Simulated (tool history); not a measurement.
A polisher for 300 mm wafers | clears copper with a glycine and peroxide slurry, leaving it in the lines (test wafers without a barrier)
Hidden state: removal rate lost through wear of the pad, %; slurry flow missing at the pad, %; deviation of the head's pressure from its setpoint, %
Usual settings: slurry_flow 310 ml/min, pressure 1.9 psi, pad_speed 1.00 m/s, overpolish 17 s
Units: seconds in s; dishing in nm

run	hour	slurry_flow	pressure	pad_speed	overpolish	wafers since the last listed run	wafers polished on this pad	hours since the slurry nozzle was cleaned	hours since the head pressure was calibrated	incoming thickness of the incoming film, nm	seconds	dishing
1	0.0	310	1.9	1.00	17	0	1458	697.3	5.2	304.2	85.2	19.7
# hour 14.7: slurry nozzle cleaned
2	76.3	310	1.9	1.00	17	565	2023	61.6	81.5	301.1	80.6	20.0
3	150.2	310	1.9	1.00	17	554	2578	135.5	155.4	304.0	82.1	19.6
# hour 221.9: worn pad replaced by a new one
4	470.0	310	1.9	1.00	17	2370	1862	455.3	475.2	304.7	84.2	20.2
5	533.2	310	1.9	1.00	17	474	2336	518.5	538.4	305.7	84.2	19.5
6	596.9	310	1.9	1.00	17	478	2815	582.2	602.1	309.9	87.4	20.2
7	635.0	245	1.9	1.00	17	286	3101	620.3	640.2	299.4	86.5	20.2
# hour 638.3: head pressure recalibrated
# hour 674.9: worn pad replaced by a new one
8	728.4	245	1.9	1.00	17	656	401	713.7	90.1	308.2	94.7	19.2
# hour 791.4: slurry nozzle cleaned
9	825.5	310	1.9	1.00	17	721	1122	34.1	187.2	306.5	82.9	20.6
10	898.8	310	1.9	1.00	17	550	1673	107.4	260.5	310.9	85.5	20.4
11	978.0	310	1.9	1.00	17	594	2267	186.6	339.7	308.0	86.1	20.6
12	1052.6	385	1.9	1.00	17	560	2827	261.2	414.3	306.6	82.3	19.7
13	1116.0	310	1.9	1.00	17	475	3303	324.6	477.7	304.8	85.2	20.0
14	1152.4	310	1.9	1.00	17	273	3576	361.0	514.1	301.8	83.6	20.4
# hour 1173.0: worn pad replaced by a new one, of another model than before
# hour 1210.5: head pressure recalibrated
15	1213.0	370	1.9	1.00	17	409	285	421.6	2.5	300.1	81.1	20.9
16	1299.1	310	1.9	1.00	17	646	931	507.7	88.6	303.7	83.2	19.8
17	1356.8	310	1.9	1.00	14	433	1365	565.4	146.3	305.0	84.0	19.0
18	1449.7	310	2.5	0.74	17	697	2062	658.3	239.2	301.6	98.6	18.8
19	1486.8	340	2.5	1.00	17	278	2341	695.4	276.3	300.6	76.1	20.5
20	1537.8	310	1.9	0.74	17	382	2723	746.4	327.3	303.5	112.7	18.8
# hour 1580.9: slurry nozzle cleaned
# hour 1597.3: worn pad replaced by a new one
21	1607.3	310	1.2	0.86	17	484	75	26.4	396.8	302.8	105.7	18.8
22	1679.4	310	1.9	1.00	17	541	616	98.5	468.9	303.7	83.9	21.0
23	1769.6	345	2.2	0.80	9	677	1293	188.7	559.1	307.8	97.4	13.9
24	1826.0	390	1.9	1.14	24	423	1716	245.1	615.5	301.7	70.1	22.2
25	1920.2	415	1.5	1.22	7	707	2424	339.3	709.7	306.1	72.9	13.9
# hour 1938.7: head pressure recalibrated
26	2007.3	255	1.4	1.00	12	638	3062	426.4	68.6	300.5	92.0	17.3
27	2102.2	310	1.3	1.00	17	712	3775	521.3	163.5	304.8	92.9	20.0
# hour 2106.9: worn pad replaced by a new one
28	2171.1	310	1.9	1.00	17	487	481	590.2	232.4	308.8	85.7	20.7
29	2225.4	240	1.3	1.10	8	407	889	644.5	286.7	300.8	86.2	13.4

Hidden state or all else? Some run-to-run changes of seconds, split into what the settings, what came in and random variation would give without the hidden state, and what is left for the hidden state (with any gauge scatter that isn't in both results):
Run 1 -> 2: slurry nozzle cleaned. seconds -4.6 s: hidden state -5.1, all else +0.5.
Run 8 -> 9: slurry_flow 245 -> 310, slurry nozzle cleaned. seconds -11.8 s: hidden state -7.5, all else -4.3.
Run 19 -> 20: slurry_flow 340 -> 310, pressure 2.5 -> 1.9, pad_speed 1.00 -> 0.74. seconds +36.6 s: hidden state +1.6, all else +35.0.
Run 23 -> 24: slurry_flow 345 -> 390, pressure 2.2 -> 1.9, pad_speed 0.80 -> 1.14, overpolish 9 -> 24. seconds -27.3 s: hidden state -0.2, all else -27.1.
